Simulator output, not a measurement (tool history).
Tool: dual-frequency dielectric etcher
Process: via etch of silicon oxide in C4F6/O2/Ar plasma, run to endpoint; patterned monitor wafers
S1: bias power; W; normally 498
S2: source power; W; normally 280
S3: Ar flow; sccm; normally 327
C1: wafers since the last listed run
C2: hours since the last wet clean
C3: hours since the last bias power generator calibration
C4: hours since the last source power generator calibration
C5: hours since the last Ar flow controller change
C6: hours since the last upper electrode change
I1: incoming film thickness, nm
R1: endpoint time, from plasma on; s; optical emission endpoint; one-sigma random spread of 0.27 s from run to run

run 1 day=0.000 | S1=498 S2=280 S3=327 | C1=0 C2=330.7 C3=3663.1 C4=4670.7 C5=4020.3 C6=1926.5 | I1=155.7 | R1=37.0
run 2 day=1.262 | S1=498 S2=280 S3=327 | C1=474 C2=361.0 C3=3693.4 C4=4701.0 C5=4050.6 C6=1956.8 | I1=155.6 | R1=36.8
run 3 day=2.304 | S1=498 S2=280 S3=327 | C1=391 C2=386.0 C3=3718.4 C4=4726.0 C5=4075.6 C6=1981.8 | I1=155.9 | R1=36.5
run 4 day=3.812 | S1=498 S2=280 S3=327 | C1=566 C2=422.2 C3=3754.6 C4=4762.2 C5=4111.8 C6=2018.0 | I1=155.5 | R1=36.9
run 5 day=5.404 | S1=498 S2=280 S3=327 | C1=597 C2=460.4 C3=3792.8 C4=4800.4 C5=4150.0 C6=2056.2 | I1=154.3 | R1=36.3
run 6 day=6.854 | S1=498 S2=280 S3=327 | C1=544 C2=495.2 C3=3827.6 C4=4835.2 C5=4184.8 C6=2091.0 | I1=157.5 | R1=36.9
run 7 day=7.917 | S1=498 S2=280 S3=327 | C1=398 C2=520.7 C3=3853.1 C4=4860.7 C5=4210.3 C6=2116.5 | I1=158.1 | R1=36.9
run 8 day=9.150 | S1=498 S2=280 S3=327 | C1=463 C2=550.3 C3=3882.7 C4=4890.3 C5=4239.9 C6=2146.1 | I1=156.2 | R1=36.9
-- day=10.817 wet clean of the chamber
run 9 day=11.217 | S1=498 S2=280 S3=327 | C1=400 C2=9.6 C3=3932.3 C4=4939.9 C5=4289.5 C6=2195.7 | I1=154.9 | R1=37.4
-- day=13.442 upper electrode replaced
run 10 day=13.646 | S1=498 S2=280 S3=327 | C1=536 C2=67.9 C3=3990.6 C4=4998.2 C5=4347.8 C6=4.9 | I1=155.5 | R1=37.7
-- day=14.842 source power generator calibrated
run 11 day=16.633 | S1=417 S2=260 S3=292 | C1=1059 C2=139.6 C3=4062.3 C4=43.0 C5=4419.5 C6=76.6 | I1=155.3 | R1=39.6
run 12 day=19.267 | S1=423 S2=280 S3=327 | C1=988 C2=202.8 C3=4125.5 C4=106.2 C5=4482.7 C6=139.8 | I1=156.3 | R1=38.7
-- day=20.262 bias power generator calibrated
run 13 day=21.954 | S1=498 S2=280 S3=327 | C1=946 C2=267.3 C3=40.6 C4=170.7 C5=4547.2 C6=204.3 | I1=155.1 | R1=36.7
-- day=22.250 Ar flow controller replaced
run 14 day=22.971 | S1=388 S2=280 S3=364 | C1=287 C2=291.7 C3=65.0 C4=195.1 C5=17.3 C6=228.7 | I1=155.8 | R1=39.2
run 15 day=25.325 | S1=498 S2=280 S3=287 | C1=883 C2=348.2 C3=121.5 C4=251.6 C5=73.8 C6=285.2 | I1=155.6 | R1=36.2
run 16 day=27.275 | S1=498 S2=280 S3=327 | C1=732 C2=395.0 C3=168.3 C4=298.4 C5=120.6 C6=332.0 | I1=156.0 | R1=36.6
run 17 day=29.608 | S1=498 S2=220 S3=327 | C1=876 C2=451.0 C3=224.3 C4=354.4 C5=176.6 C6=388.0 | I1=156.0 | R1=40.7
run 18 day=32.446 | S1=498 S2=340 S3=357 | C1=1065 C2=519.1 C3=292.4 C4=422.5 C5=244.7 C6=456.1 | I1=155.2 | R1=34.2
-- day=34.388 wet clean of the chamber
run 19 day=34.408 | S1=603 S2=320 S3=247 | C1=361 C2=0.5 C3=339.5 C4=469.6 C5=291.8 C6=503.2 | I1=157.5 | R1=33.7

Below are 4 alternative next runs, each starting from the tool's condition after run 19. Predict each:
run A day=34.425 | S1=498 S2=280 S3=327 | C1=6 C2=0.9 C3=339.9 C4=470.0 C5=292.2 C6=503.6 | I1=155.7 | R1=?
run B day=34.425 | S1=498 S2=250 S3=272 | C1=6 C2=0.9 C3=339.9 C4=470.0 C5=292.2 C6=503.6 | I1=155.7 | R1=?
run C day=34.425 | S1=433 S2=220 S3=389 | C1=6 C2=0.9 C3=339.9 C4=470.0 C5=292.2 C6=503.6 | I1=155.7 | R1=?
run D day=34.425 | S1=587 S2=300 S3=305 | C1=6 C2=0.9 C3=339.9 C4=470.0 C5=292.2 C6=503.6 | I1=155.7 | R1=?

run=A R1=37.5
run=B R1=38.5
run=C R1=42.8
run=D R1=35.0
With no hidden state in the tool, these same runs would have given:
run=A R1=37.6
run=B R1=38.6
run=C R1=42.9
run=D R1=35.1

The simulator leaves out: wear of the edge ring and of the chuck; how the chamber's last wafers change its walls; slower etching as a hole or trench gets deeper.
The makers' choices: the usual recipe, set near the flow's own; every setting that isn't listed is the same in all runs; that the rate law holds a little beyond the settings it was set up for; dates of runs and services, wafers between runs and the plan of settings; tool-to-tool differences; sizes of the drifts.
